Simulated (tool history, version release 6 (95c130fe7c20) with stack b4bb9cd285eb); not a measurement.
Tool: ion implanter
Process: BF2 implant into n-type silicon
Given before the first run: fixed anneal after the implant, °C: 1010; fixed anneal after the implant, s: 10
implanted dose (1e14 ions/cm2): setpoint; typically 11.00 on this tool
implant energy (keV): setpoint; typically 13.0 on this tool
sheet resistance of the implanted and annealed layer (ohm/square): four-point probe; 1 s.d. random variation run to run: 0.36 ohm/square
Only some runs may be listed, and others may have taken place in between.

run,day,implanted dose (1e14 ions/cm2),implant energy (keV),"read-back reference wafer on the same gauge, sheet resistance",sheet resistance of the implanted and annealed layer (ohm/square)
1,0.000,11.00,14.5,218.96,227.50
2,0.321,11.00,14.5,218.84,226.91
3,0.646,11.00,14.5,218.69,227.88
4,0.950,11.00,13.0,218.66,238.25
5,1.279,11.00,13.0,218.76,237.79
6,1.875,9.53,13.0,218.38,245.16
7,2.579,11.00,11.0,218.11,253.96
8,3.042,11.00,11.0,218.19,253.94
9,3.438,11.00,11.0,217.98,253.56
# day 3.475: gauge calibrated
10,4.121,13.67,16.5,219.09,206.43
11,4.492,9.78,13.0,219.09,244.32
# day 5.471: Faraday cup replaced and dose calibrated
12,5.492,13.59,17.0,219.05,203.75
13,5.900,13.84,11.5,218.94,240.94
14,6.254,13.18,17.0,218.73,204.63
15,6.671,9.88,16.5,218.74,220.04
# day 7.233: extraction supply calibrated
16,7.312,11.00,13.0,218.69,238.63
17,7.925,9.23,11.5,218.51,259.63
18,8.533,12.20,11.0,218.31,249.72

What does the tool deliver on the next run?
19,9.171,13.59,17.0,?,?

{"run 19": {"read-back reference wafer on the same gauge, sheet resistance": 218.07, "sheet resistance of the implanted and annealed layer (ohm/square)": 202.86}}
With the hidden condition absent and the run-to-run variation left alone, this run would have shown sheet resistance of the implanted and annealed layer (ohm/square) 203.69.
